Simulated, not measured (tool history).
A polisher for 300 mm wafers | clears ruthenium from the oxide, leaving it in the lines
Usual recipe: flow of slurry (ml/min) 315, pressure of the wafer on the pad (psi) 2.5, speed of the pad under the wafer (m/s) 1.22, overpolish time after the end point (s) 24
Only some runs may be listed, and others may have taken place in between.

run   hour  flow of slurry (ml/min)  pressure of the wafer on the pad (psi)  speed of the pad under the wafer (m/s)  overpolish time after the end point (s)  wafers since the last listed run  wafers polished on this pad  hours since the slurry nozzle was cleaned  hours since the head pressure was calibrated  incoming thickness of the incoming film, nm  time until the end point was called (s)
  1    0.0                      315                                     3.0                                    1.22                                       24                                 0                          429                                      163.8                                          68.9                                        209.9                                     96.5
  2   59.4                      315                                     3.0                                    1.22                                       24                               422                          852                                      223.2                                         128.3                                        210.1                                     98.7
      91.5  -- worn pad replaced by a new one
  3  102.2                      315                                     3.0                                    1.22                                       24                               275                           76                                      266.0                                         171.1                                        212.3                                    100.3
     116.1  -- slurry nozzle cleaned
  4  133.5                      315                                     2.5                                    1.22                                       14                               215                          291                                       17.4                                         202.4                                        208.2                                    111.8
  5  201.5                      315                                     2.5                                    1.22                                       32                               483                          775                                       85.4                                         270.4                                        211.8                                    117.7
  6  254.9                      315                                     2.5                                    1.22                                       24                               379                         1155                                      138.8                                         323.8                                        212.1                                    117.3
     266.8  -- worn pad replaced by a new one
  7  294.2                      315                                     2.5                                    1.22                                       24                               251                          194                                      178.1                                         363.1                                        209.1                                    116.2
  8  333.9                      315                                     2.5                                    1.22                                       24                               282                          477                                      217.8                                         402.8                                        208.6                                    117.3
  9  375.5                      315                                     2.5                                    1.04                                       24                               295                          772                                      259.4                                         444.4                                        210.3                                    134.9
 10  402.9                      270                                     3.2                                    1.62                                       29                               194                          967                                      286.8                                         471.8                                        212.6                                     70.6
     433.1  -- worn pad replaced by a new one
     438.0  -- slurry nozzle cleaned
 11  494.5                      315                                     2.5                                    1.22                                       12                               615                          429                                       56.5                                         563.4                                        207.5                                    105.3
     497.4  -- head pressure recalibrated
 12  521.8                      230                                     2.5                                    1.22                                       24                               179                          609                                       83.8                                          24.4                                        210.0                                    120.9
 13  588.2                      315                                     3.1                                    1.58                                       28                               472                         1081                                      150.2                                          90.8                                        206.9                                     71.0
     621.9  -- worn pad replaced by a new one
 14  628.1                      315                                     3.4                                    1.22                                       24                               255                           44                                      190.1                                         130.7                                        209.9                                     85.0

Below, each run's measurement less what the same run would have read without the hidden state. Both values contain the same run-to-run variation, but the gauge's scatter may not be the same in both:
The tool's hidden condition here consists of: removal rate lost through wear of the pad, %; slurry flow missing at the pad, %; deviation of the head's pressure from its setpoint, %.
run  time until the end point was called (s)
  1                                     +6.2
  2                                     +6.9
  3                                     +7.2
  4                                     +2.4
  5                                     +5.1
  6                                     +6.4
  7                                     +6.8
  8                                     +7.0
  9                                     +7.7
 10                                     +4.9
 11                                     -3.7
 12                                     +5.0
 13                                     +3.2
 14                                     +4.2
